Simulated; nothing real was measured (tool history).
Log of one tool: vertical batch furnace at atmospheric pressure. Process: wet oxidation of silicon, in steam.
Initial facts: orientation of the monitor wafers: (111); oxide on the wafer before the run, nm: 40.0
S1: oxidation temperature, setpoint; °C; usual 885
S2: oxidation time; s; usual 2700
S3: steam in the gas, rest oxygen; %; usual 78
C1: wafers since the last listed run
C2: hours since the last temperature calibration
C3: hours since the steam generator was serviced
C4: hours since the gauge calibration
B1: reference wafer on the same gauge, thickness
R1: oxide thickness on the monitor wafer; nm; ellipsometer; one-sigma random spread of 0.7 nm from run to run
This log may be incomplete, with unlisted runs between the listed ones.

run    hour   S1    S2  S3    C1      C2      C3      C4      B1      R1
  1       0  885  2700  82     0   852.3   766.3   628.4  145.04  147.63
  2    47.2  885  2700  82   637   899.5   813.5   675.6  145.15  148.66
  3     132  885  2700  82  1144   984.3   898.3   760.4  144.67  149.04
  4   236.1  875  2700  81  1405  1088.4  1002.4   864.5  144.87   131.9
  5   343.3  875  2700  81  1446  1195.6  1109.6   971.7  144.89  131.82
  6   428.5  885  2700  78  1150  1280.8  1194.8  1056.9  144.73  143.63
  7   533.7  885  2700  78  1419    1386    1300  1162.1  144.82  142.99
  8   601.4  885  2700  78   913  1453.7  1367.7  1229.8  144.93  142.06
      855.5  -- steam generator serviced
  9   888.6  885  2700  78  3552  1740.9    33.1    1517   144.9  142.42
 10   948.7  885  2700  83   811    1801    93.2  1577.1  145.29  149.29
 11   989.4  885  2700  83   549  1841.7   133.9  1617.8  144.84  148.95
 12  1027.9  885  2700  78   519  1880.2   172.4  1656.3     145   142.4
 13  1075.4  885  2700  78   641  1927.7   219.9  1703.8  144.92  143.58
 14  1165.9  892  2700  78  1221  2018.2   310.4  1794.3  144.91  152.21
 15  1212.2  892  2700  78   624  2064.5   356.7  1840.6   144.8   152.8
 16  1265.3  892  2700  78   716  2117.6   409.8  1893.7  145.44     153
 17  1305.6  885  2700  78   543  2157.9   450.1    1934   144.7  143.68
 18  1381.6  885  2700  78  1025  2233.9   526.1    2010  144.82  143.16
 19  1463.9  863  2160  73  1110  2316.2   608.4  2092.3  144.98   95.47
 20  1527.2  885  1830  78   854  2379.5   671.7  2155.6  145.04  111.76
     1539.6  -- gauge calibrated
 21  1596.9  885  2700  78   940  2449.2   741.4    57.3  145.12   143.7
 22    1689  885  2700  83  1243  2541.3   833.5   149.4  144.88  148.07
 23  1771.1  871  3270  72  1108  2623.4   915.6   231.5  144.99  132.32
     1812.8  -- thermocouples replaced and temperature profile calibrated
 24  1821.5  872  2700  78   356     8.7     966   281.9  144.62  123.41
 25  1924.2  899  3690  78  1386   111.4  1068.7   384.6  145.18  203.09
 26    2003  870  1470  86  1063   190.2  1147.5   463.4  145.19   90.38
 27  2045.2  885  2700  78   569   232.4  1189.7   505.6  144.89  142.82
 28  2092.2  867  4050  67   634   279.4  1236.7   552.6  145.17  139.88
 29  2187.9  885  2700  78  1291   375.1  1332.4   648.3  144.78  144.79
     2258.1  -- steam generator serviced
 30  2292.7  874  2040  68  1090   479.9    34.6   753.1  145.15   98.84
 31  2330.3  898  1890  82   507   517.5    72.2   790.7  145.24  133.57
 32  2428.6  885  1800  78  1326   615.8   170.5     889  145.28   111.1
 33  2478.2  861  1380  78   669   665.4   220.1   938.6  144.81   76.29
 34  2575.2  866  2220  78  1309   762.4   317.1  1035.6  144.91  103.88
 35  2611.3  885  3210  73   487   798.5   353.2  1071.7  144.86  154.52
 36  2684.5  871  3150  71   988   871.7   426.4  1144.9  145.12  127.18
 37  2769.5  885  2700  78  1147   956.7   511.4  1229.9  145.49  143.94

Hidden state, per run?
true tube temperature minus thermocouple reading, K: 0, the same for each run
steam share off its setpoint, % of the setpoint: 0, the same for each run
gauge reads high (%): 0, the same for each run
